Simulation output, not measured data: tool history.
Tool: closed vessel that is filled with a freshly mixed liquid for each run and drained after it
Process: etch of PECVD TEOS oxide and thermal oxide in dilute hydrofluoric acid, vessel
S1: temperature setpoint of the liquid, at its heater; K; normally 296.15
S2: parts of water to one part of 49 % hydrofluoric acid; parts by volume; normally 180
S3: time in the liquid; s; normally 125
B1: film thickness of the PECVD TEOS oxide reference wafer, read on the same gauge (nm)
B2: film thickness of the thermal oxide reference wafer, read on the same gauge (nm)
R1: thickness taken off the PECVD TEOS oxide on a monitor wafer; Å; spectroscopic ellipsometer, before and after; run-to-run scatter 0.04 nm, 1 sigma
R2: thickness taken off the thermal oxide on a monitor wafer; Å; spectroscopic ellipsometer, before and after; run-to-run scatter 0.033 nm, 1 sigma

| run | hour | S1 | S2 | S3 | B1 | B2 | R1 | R2 |
|---|---|---|---|---|---|---|---|---|
| 1 | 0.0 | 299.15 | 180 | 125 | 150.02 | 79.967 | 116.4 | 30.79 |
| 2 | 18.0 | 296.15 | 230 | 125 | 149.99 | 79.951 | 77.2 | 19.87 |
| 3 | 51.2 | 296.15 | 230 | 125 | 150.02 | 79.991 | 77.1 | 20.31 |
| 4 | 64.1 | 293.15 | 250 | 180 | 150.01 | 80.009 | 89.8 | 23.24 |
|  | 74.9 | gauge calibrated |
| 5 | 81.7 | 291.15 | 180 | 105 | 150.00 | 80.018 | 70.9 | 18.48 |
| 6 | 93.4 | 296.15 | 245 | 150 | 150.02 | 79.953 | 85.2 | 22.45 |
|  | 102.1 | hydrofluoric acid flow meter replaced |
| 7 | 107.4 | 294.15 | 180 | 125 | 150.00 | 79.982 | 95.8 | 24.92 |
| 8 | 117.9 | 296.15 | 180 | 125 | 149.99 | 80.018 | 103.8 | 26.88 |
| 9 | 132.5 | 296.15 | 105 | 100 | 149.99 | 80.040 | 154.0 | 39.80 |
| 10 | 142.8 | 292.65 | 155 | 175 | 150.01 | 80.020 | 150.5 | 38.84 |
| 11 | 174.6 | 296.15 | 105 | 150 | 150.00 | 79.988 | 228.0 | 58.77 |
| 12 | 189.6 | 291.15 | 150 | 100 | 150.02 | 79.957 | 83.2 | 21.49 |
| 13 | 198.2 | 292.65 | 255 | 155 | 150.01 | 79.990 | 73.5 | 18.99 |
| 14 | 205.0 | 298.65 | 90 | 190 | 150.02 | 79.996 | 380.5 | 100.18 |
|  | 206.4 | thermometer replaced |
| 15 | 213.9 | 296.15 | 180 | 95 | 150.03 | 79.965 | 85.0 | 21.91 |
| 16 | 226.2 | 296.15 | 180 | 125 | 149.97 | 80.002 | 111.0 | 28.82 |
| 17 | 234.1 | 300.15 | 90 | 175 | 149.99 | 80.027 | 404.2 | 105.39 |
| 18 | 249.9 | 291.65 | 140 | 90 | 150.02 | 79.984 | 90.2 | 23.58 |
| 19 | 267.6 | 296.15 | 210 | 125 | 150.00 | 80.048 | 92.0 | 24.32 |
| 20 | 273.8 | 299.65 | 250 | 125 | 150.03 | 79.984 | 84.2 | 21.67 |
| 21 | 287.0 | 296.15 | 180 | 155 | 149.97 | 80.003 | 137.0 | 36.16 |
| 22 | 299.8 | 293.65 | 140 | 190 | 150.00 | 80.010 | 205.9 | 53.89 |
| 23 | 306.6 | 292.15 | 255 | 150 | 150.01 | 79.988 | 74.6 | 19.46 |

For run 24, what comes out?
| 24 | 319.9 | 296.15 | 180 | 125 | ? | ? | ? | ? |

B1: 150.00
B2: 80.000
R1: 110.7 Å
R2: 28.64 Å
On a tool with no hidden condition, and with the same random variation, this run would have come out at R1 113.2 Å, R2 29.29 Å.

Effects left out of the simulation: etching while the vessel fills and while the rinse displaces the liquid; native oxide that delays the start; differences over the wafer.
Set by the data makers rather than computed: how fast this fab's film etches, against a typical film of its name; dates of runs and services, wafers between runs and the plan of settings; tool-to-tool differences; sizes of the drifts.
